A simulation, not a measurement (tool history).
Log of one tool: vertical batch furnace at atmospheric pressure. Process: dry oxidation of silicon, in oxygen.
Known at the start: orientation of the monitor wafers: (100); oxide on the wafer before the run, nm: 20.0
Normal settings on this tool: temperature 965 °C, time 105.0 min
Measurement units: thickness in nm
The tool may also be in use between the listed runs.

run	hour	temperature	time	wafers since the last listed run	hours since the last temperature calibration	hours since the boat lift was adjusted	hours since the gauge calibration	read-back reference wafer on the same gauge, thickness	thickness
1	0.0	948	105.0	0	3071.6	5083.6	291.5	60.70	53.15
2	20.3	948	105.0	261	3091.9	5103.9	311.8	60.77	53.17
3	52.6	948	105.0	416	3124.2	5136.2	344.1	60.44	53.11
4	70.3	965	105.0	228	3141.9	5153.9	361.8	60.48	59.59
5	99.4	965	105.0	375	3171.0	5183.0	390.9	60.41	60.07
6	128.3	965	105.0	372	3199.9	5211.9	419.8	60.32	60.17
# hour 147.9: gauge calibrated
# hour 167.2: boat lift adjusted
7	167.7	949	87.0	198	3239.3	0.5	19.8	61.31	49.03
8	173.6	965	105.0	76	3245.2	6.4	25.7	61.34	60.47
9	189.9	975	105.0	210	3261.5	22.7	42.0	61.43	63.86
# hour 227.7: thermocouples replaced and temperature profile calibrated
10	228.2	973	62.5	184	0.5	61.0	80.3	61.29	47.63
11	251.6	945	86.5	301	23.9	84.4	103.7	61.07	46.94
12	266.6	965	105.0	193	38.9	99.4	118.7	61.08	60.39
13	294.4	965	105.0	358	66.7	127.2	146.5	61.22	60.30
14	328.0	951	89.5	433	100.3	160.8	180.1	61.05	50.57
15	357.6	965	105.0	381	129.9	190.4	209.7	60.79	60.09
16	411.1	973	82.5	689	183.4	243.9	263.2	60.73	54.57
17	430.9	965	121.0	255	203.2	263.7	283.0	60.85	65.02

Pick out some run-to-run changes in thickness. Of each, how much would a tool without hidden state show as well, from the settings, what came in and chance, and how much is left for the hidden state and any gauge scatter not in both results compared?
What the log doesn't record here: true tube temperature minus thermocouple reading, K; monitor wafer colder than the profiled boat position, K; gauge reads high (%).
Run 6 -> 7: temperature 965 -> 949, time 105.0 -> 87.0, gauge calibrated, boat lift adjusted. thickness -11.14 nm: hidden state +1.02, all else -12.16.
Run 9 -> 10: temperature 975 -> 973, time 105.0 -> 62.5, thermocouples replaced and temperature profile calibrated. thickness -16.23 nm: hidden state -0.07, all else -16.16.

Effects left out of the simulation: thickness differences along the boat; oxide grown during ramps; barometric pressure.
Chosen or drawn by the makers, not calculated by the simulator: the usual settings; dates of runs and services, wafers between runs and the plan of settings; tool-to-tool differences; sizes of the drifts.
